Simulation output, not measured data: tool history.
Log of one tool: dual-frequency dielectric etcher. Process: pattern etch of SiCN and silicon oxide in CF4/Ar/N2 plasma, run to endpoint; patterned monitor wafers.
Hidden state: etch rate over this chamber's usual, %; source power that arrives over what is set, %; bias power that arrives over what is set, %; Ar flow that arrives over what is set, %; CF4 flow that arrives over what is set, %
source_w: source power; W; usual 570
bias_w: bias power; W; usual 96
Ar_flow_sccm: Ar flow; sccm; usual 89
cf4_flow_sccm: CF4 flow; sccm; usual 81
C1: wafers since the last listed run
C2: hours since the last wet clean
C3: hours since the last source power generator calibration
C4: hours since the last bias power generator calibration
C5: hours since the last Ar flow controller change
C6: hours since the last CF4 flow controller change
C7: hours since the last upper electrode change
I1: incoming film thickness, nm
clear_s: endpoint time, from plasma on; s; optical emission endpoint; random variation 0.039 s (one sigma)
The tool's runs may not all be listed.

Run 1, hour 0: usual settings; C1 0; C2 42.2; C3 1797.2; C4 3819.3; C5 2657.2; C6 1706.6; C7 2844; I1 12.96. Result: clear_s 11 s.
Run 2, hour 13.9: usual settings; C1 236; C2 56.1; C3 1811.1; C4 3833.2; C5 2671.1; C6 1720.5; C7 2857.9; I1 13.04. Result: clear_s 11.1 s.
Run 3, hour 32.9: usual settings; C1 322; C2 75.1; C3 1830.1; C4 3852.2; C5 2690.1; C6 1739.5; C7 2876.9; I1 13.16. Result: clear_s 11.2 s.
Run 4, hour 63.7: usual settings but Ar_flow_sccm 105 sccm; C1 523; C2 105.9; C3 1860.9; C4 3883; C5 2720.9; C6 1770.3; C7 2907.7; I1 12.95. Result: clear_s 11.3 s.
Run 5, hour 115.3: usual settings; C1 876; C2 157.5; C3 1912.5; C4 3934.6; C5 2772.5; C6 1821.9; C7 2959.3; I1 13. Result: clear_s 11.2 s.
Run 6, hour 143.9: usual settings; C1 485; C2 186.1; C3 1941.1; C4 3963.2; C5 2801.1; C6 1850.5; C7 2987.9; I1 13.02. Result: clear_s 11.1 s.
Run 7, hour 178.6: usual settings; C1 589; C2 220.8; C3 1975.8; C4 3997.9; C5 2835.8; C6 1885.2; C7 3022.6; I1 13.17. Result: clear_s 11.3 s.
Run 8, hour 212.8: usual settings but cf4_flow_sccm 88 sccm; C1 580; C2 255; C3 2010; C4 4032.1; C5 2870; C6 1919.4; C7 3056.8; I1 13.02. Result: clear_s 10.9 s.
Run 9, hour 244.2: usual settings but cf4_flow_sccm 88 sccm; C1 533; C2 286.4; C3 2041.4; C4 4063.5; C5 2901.4; C6 1950.8; C7 3088.2; I1 13.17. Result: clear_s 11.1 s.
At hour 252.2: bias power generator calibrated.
At hour 258: Ar flow controller replaced.
At hour 274.7: CF4 flow controller replaced.
At hour 289.2: upper electrode replaced.
Run 10, hour 289.7: usual settings; C1 258; C2 331.9; C3 2086.9; C4 37.5; C5 31.7; C6 15; C7 0.5; I1 13.07. Result: clear_s 11.2 s.
Run 11, hour 290: usual settings; C1 5; C2 332.2; C3 2087.2; C4 37.8; C5 32; C6 15.3; C7 0.8; I1 13. Result: clear_s 11.1 s.
Run 12, hour 313.2: usual settings but bias_w 77 W; C1 394; C2 355.4; C3 2110.4; C4 61; C5 55.2; C6 38.5; C7 24; I1 13.12. Result: clear_s 12.6 s.
Run 13, hour 325.3: usual settings but source_w 480 W, cf4_flow_sccm 66 sccm; C1 205; C2 367.5; C3 2122.5; C4 73.1; C5 67.3; C6 50.6; C7 36.1; I1 13.01. Result: clear_s 12.9 s.
Run 14, hour 361: usual settings; C1 606; C2 403.2; C3 2158.2; C4 108.8; C5 103; C6 86.3; C7 71.8; I1 13.05. Result: clear_s 11.3 s.
Run 15, hour 380.4: usual settings but source_w 660 W, bias_w 74 W, Ar_flow_sccm 103 sccm; C1 329; C2 422.6; C3 2177.6; C4 128.2; C5 122.4; C6 105.7; C7 91.2; I1 12.97. Result: clear_s 11.7 s.
Run 16, hour 411.4: usual settings but source_w 430 W, Ar_flow_sccm 83 sccm, cf4_flow_sccm 75 sccm; C1 526; C2 453.6; C3 2208.6; C4 159.2; C5 153.4; C6 136.7; C7 122.2; I1 13.04. Result: clear_s 13.4 s.
Run 17, hour 429.3: usual settings but source_w 520 W, bias_w 116 W, Ar_flow_sccm 80 sccm, cf4_flow_sccm 72 sccm; C1 304; C2 471.5; C3 2226.5; C4 177.1; C5 171.3; C6 154.6; C7 140.1; I1 13.04. Result: clear_s 11 s.
Run 18, hour 441.7: usual settings but source_w 440 W, Ar_flow_sccm 96 sccm; C1 210; C2 483.9; C3 2238.9; C4 189.5; C5 183.7; C6 167; C7 152.5; I1 12.97. Result: clear_s 13.2 s.
At hour 466: source power generator calibrated.
At hour 490.8: wet clean of the chamber.
Run 19, hour 491.3: usual settings but Ar_flow_sccm 108 sccm, cf4_flow_sccm 89 sccm; C1 366; C2 0.5; C3 25.3; C4 239.1; C5 233.3; C6 216.6; C7 202.1; I1 13.01. Result: clear_s 11.1 s.
Run 20, hour 491.6: usual settings; C1 5; C2 0.8; C3 25.6; C4 239.4; C5 233.6; C6 216.9; C7 202.4; I1 12.83. Result: clear_s 10.9 s.
Run 21, hour 523.4: usual settings; C1 540; C2 32.6; C3 57.4; C4 271.2; C5 265.4; C6 248.7; C7 234.2; I1 13.01. Result: clear_s 11.1 s.
Run 22, hour 538.7: usual settings but source_w 450 W, bias_w 85 W, cf4_flow_sccm 65 sccm; C1 259; C2 47.9; C3 72.7; C4 286.5; C5 280.7; C6 264; C7 249.5; I1 13.02. Result: clear_s 13.9 s.
Run 23, hour 552: usual settings but Ar_flow_sccm 101 sccm, cf4_flow_sccm 97 sccm; C1 225; C2 61.2; C3 86; C4 299.8; C5 294; C6 277.3; C7 262.8; I1 13.11. Result: clear_s 11 s.
Run 24, hour 585.6: usual settings but source_w 440 W, bias_w 87 W, cf4_flow_sccm 72 sccm; C1 570; C2 94.8; C3 119.6; C4 333.4; C5 327.6; C6 310.9; C7 296.4; I1 12.88. Result: clear_s 13.7 s.
Run 25, hour 674.4: usual settings but bias_w 119 W, cf4_flow_sccm 66 sccm; C1 1508; C2 183.6; C3 208.4; C4 422.2; C5 416.4; C6 399.7; C7 385.2; I1 13.14. Result: clear_s 10.5 s.

Hidden state at the last listed run before each entry between runs and at the first one after, where it differs:
Between runs 9 and 10: bias power generator calibrated (hour 252.2); Ar flow controller replaced (hour 258); CF4 flow controller replaced (hour 274.7); upper electrode replaced (hour 289.2)
  etch rate over this chamber's usual, %: -1.09 -> -1.27
Between runs 18 and 19: source power generator calibrated (hour 466); wet clean of the chamber (hour 490.8)
  etch rate over this chamber's usual, %: -1.9 -> -0.364
